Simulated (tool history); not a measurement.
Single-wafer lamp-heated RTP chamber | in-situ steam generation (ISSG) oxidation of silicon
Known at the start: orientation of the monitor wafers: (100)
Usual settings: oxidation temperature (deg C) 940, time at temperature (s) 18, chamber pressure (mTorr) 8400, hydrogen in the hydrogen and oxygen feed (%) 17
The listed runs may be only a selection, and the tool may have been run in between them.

| run | hour | oxidation temperature (deg C) | time at temperature (s) | chamber pressure (mTorr) | hydrogen in the hydrogen and oxygen feed (%) | wafers since the last listed run | wafers since the last pyrometer calibration | hours since the pressure gauge was zeroed | hours since the hydrogen flow controller was replaced | hours since the gauge calibration | read-back reference wafer on the same gauge, thickness | oxide thickness on the monitor wafer (nm) |
|---|---|---|---|---|---|---|---|---|---|---|---|---|
| 1 | 0.0 | 940 | 18 | 7700 | 17 | 0 | 1407 | 1362.0 | 6160.8 | 290.4 | 4.703 | 4.027 |
| 2 | 14.1 | 940 | 18 | 7700 | 17 | 196 | 1603 | 1376.1 | 6174.9 | 304.5 | 4.698 | 4.026 |
| 3 | 117.7 | 940 | 18 | 7700 | 17 | 1441 | 3045 | 1479.7 | 6278.5 | 408.1 | 4.714 | 4.068 |
|  | 140.4 | gauge calibrated |
| 4 | 151.1 | 929 | 18 | 8400 | 23 | 464 | 3510 | 1513.1 | 6311.9 | 10.7 | 4.636 | 4.144 |
| 5 | 171.6 | 929 | 18 | 8400 | 23 | 285 | 3795 | 1533.6 | 6332.4 | 31.2 | 4.644 | 4.120 |
| 6 | 188.2 | 929 | 18 | 8400 | 23 | 231 | 4026 | 1550.2 | 6349.0 | 47.8 | 4.642 | 4.134 |
| 7 | 222.8 | 940 | 18 | 9600 | 17 | 481 | 4508 | 1584.8 | 6383.6 | 82.4 | 4.665 | 3.941 |
|  | 244.7 | pressure gauge zeroed |
|  | 247.1 | hydrogen flow controller replaced |
| 8 | 256.3 | 957 | 20 | 7600 | 17 | 321 | 4829 | 11.6 | 9.2 | 115.9 | 4.680 | 4.379 |
|  | 289.3 | pyrometer window cleaned and pyrometer calibrated |
| 9 | 289.8 | 940 | 18 | 8400 | 17 | 354 | 6 | 45.1 | 42.7 | 149.4 | 4.689 | 4.004 |
| 10 | 317.1 | 940 | 23 | 8400 | 26 | 379 | 386 | 72.4 | 70.0 | 176.7 | 4.685 | 4.842 |
| 11 | 345.6 | 940 | 22 | 9200 | 20 | 396 | 782 | 100.9 | 98.5 | 205.2 | 4.692 | 4.483 |
| 12 | 359.7 | 955 | 13 | 7300 | 12 | 196 | 978 | 115.0 | 112.6 | 219.3 | 4.689 | 3.397 |
| 13 | 387.1 | 940 | 13 | 8400 | 23 | 381 | 1360 | 142.4 | 140.0 | 246.7 | 4.692 | 3.822 |
| 14 | 401.9 | 931 | 18 | 9000 | 25 | 205 | 1566 | 157.2 | 154.8 | 261.5 | 4.693 | 4.232 |

Each row is a separate what-if for the run after 14, all from the same tool condition, not one after another. Results?
| A | 402.3 | 940 | 18 | 8400 | 17 | 5 | 1571 | 157.6 | 155.2 | 261.9 | ? | ? |
| B | 402.3 | 924 | 18 | 8400 | 24 | 5 | 1571 | 157.6 | 155.2 | 261.9 | ? | ? |
| C | 402.3 | 925 | 18 | 8400 | 27 | 5 | 1571 | 157.6 | 155.2 | 261.9 | ? | ? |
| D | 402.3 | 940 | 23 | 8400 | 17 | 5 | 1571 | 157.6 | 155.2 | 261.9 | ? | ? |

| run | read-back reference wafer on the same gauge, thickness | oxide thickness on the monitor wafer (nm) |
|---|---|---|
| A | 4.696 | 4.013 |
| B | 4.696 | 4.165 |
| C | 4.696 | 4.297 |
| D | 4.696 | 4.432 |
Had the tool no hidden state, the same runs would have come out as:
| run | oxide thickness on the monitor wafer (nm) |
|---|---|
| A | 3.956 |
| B | 4.106 |
| C | 4.237 |
| D | 4.370 |
